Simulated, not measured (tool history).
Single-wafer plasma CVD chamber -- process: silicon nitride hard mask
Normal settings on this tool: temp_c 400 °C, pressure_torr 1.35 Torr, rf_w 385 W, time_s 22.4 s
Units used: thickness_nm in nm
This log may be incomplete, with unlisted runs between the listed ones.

| run | hour | temp_c | pressure_torr | rf_w | time_s | read-back reference wafer on the same gauge, thickness_nm | thickness_nm |
|---|---|---|---|---|---|---|---|
| 1 | 0 | 400 | 1.35 | 385 | 22.4 | 25.66 | 27.493 |
| 2 | 48.3 | 400 | 1.35 | 385 | 22.4 | 25.673 | 27.66 |
| 3 | 148.1 | 410 | 1.35 | 385 | 22.4 | 25.697 | 27.339 |
| 4 | 221.5 | 400 | 1.35 | 385 | 22.4 | 25.717 | 27.394 |
| 5 | 311.5 | 400 | 1.35 | 385 | 22.4 | 25.671 | 27.191 |
| 6 | 349.4 | 400 | 1.35 | 385 | 22.4 | 25.682 | 27.39 |
| 7 | 437.2 | 400 | 1.35 | 385 | 22.4 | 25.701 | 27.274 |
| 8 | 518.1 | 388 | 1.35 | 320 | 22.4 | 25.706 | 25.312 |
| 9 | 567.2 | 400 | 1.35 | 385 | 22.4 | 25.713 | 27.183 |
| 10 | 651.1 | 400 | 1.35 | 385 | 22.4 | 25.677 | 27.197 |
| 11 | 738.5 | 389 | 1.35 | 315 | 22.4 | 25.717 | 24.967 |
| 12 | 834.7 | 400 | 1.35 | 455 | 18.6 | 25.696 | 24.314 |
| 13 | 871.4 | 406 | 1.17 | 325 | 19.9 | 25.722 | 21.223 |
| 14 | 952 | 400 | 1.35 | 385 | 23.7 | 25.686 | 29.539 |
| 15 | 1058 | 400 | 1.14 | 335 | 24.1 | 25.738 | 26.455 |
| 16 | 1131.6 | 400 | 1.35 | 385 | 22.4 | 25.729 | 27.936 |
| 17 | 1193.1 | 400 | 1.35 | 325 | 22.4 | 25.699 | 25.667 |
| 18 | 1300.1 | 412 | 1.35 | 410 | 22.4 | 25.711 | 28.142 |
| 19 | 1403.7 | 400 | 1.35 | 385 | 22.4 | 25.71 | 27.541 |
| 20 | 1444.3 | 400 | 1.24 | 385 | 22.4 | 25.723 | 26.56 |
| 21 | 1549.2 | 400 | 1.35 | 365 | 22.4 | 25.694 | 26.74 |
| 22 | 1658.9 | 400 | 1.23 | 355 | 22.4 | 25.706 | 25.602 |
| 23 | 1718.5 | 400 | 1.35 | 415 | 24.4 | 25.732 | 30.815 |
| 24 | 1762.8 | 400 | 1.35 | 385 | 22.4 | 25.679 | 27.289 |
| 25 | 1833.7 | 400 | 1.35 | 345 | 22.4 | 25.694 | 26.023 |
| 26 | 1940.8 | 400 | 1.35 | 385 | 22.4 | 25.723 | 27.309 |
| 27 | 2027.3 | 400 | 1.35 | 385 | 22.4 | 25.658 | 27.137 |
| 28 | 2109.4 | 390 | 1.21 | 420 | 22.4 | 25.683 | 28.322 |

Not shown here: 7 entries made in the log between runs. Locate each between two listed runs and compare the hidden state at the listed run before it with the hidden state at the listed run after it:
In the gap between runs 10 and 11: gauge calibrated (hour 723.2)
  delivered RF power above the setpoint (%): -8.43 -> -8.59
  measured less the result without the state, thickness_nm: -1.053 -> -1.019 nm
In the gap between runs 11 and 12: capacitance manometer re-zeroed and calibrated (hour 758.9)
  delivered RF power above the setpoint (%): -8.59 -> -8.73
  measured less the result without the state, thickness_nm: -1.019 -> -0.905 nm
In the gap between runs 13 and 14: RF generator calibrated (hour 907.3)
  delivered RF power above the setpoint (%): -8.78 -> -1.07
  measured less the result without the state, thickness_nm: -0.874 -> -0.139 nm
In the gap between runs 14 and 15: showerhead replaced (hour 1003.3)
  delivered RF power above the setpoint (%): -1.07 -> -2.97
  measured less the result without the state, thickness_nm: -0.139 -> -0.35 nm
In the gap between runs 20 and 21: thermocouple changed; heater temperature recalibrated (hour 1477.6)
  delivered RF power above the setpoint (%): -6.61 -> -7.09
  measured less the result without the state, thickness_nm: -0.798 -> -0.864 nm
In the gap between runs 24 and 25: capacitance manometer re-zeroed and calibrated (hour 1779.4)
  delivered RF power above the setpoint (%): -7.72 -> -7.86
  measured less the result without the state, thickness_nm: -0.964 -> -0.937 nm
In the gap between runs 27 and 28: RF generator calibrated (hour 2049.6)
  delivered RF power above the setpoint (%): -8.13 -> -1.51
  measured less the result without the state, thickness_nm: -1.011 -> -0.175 nm
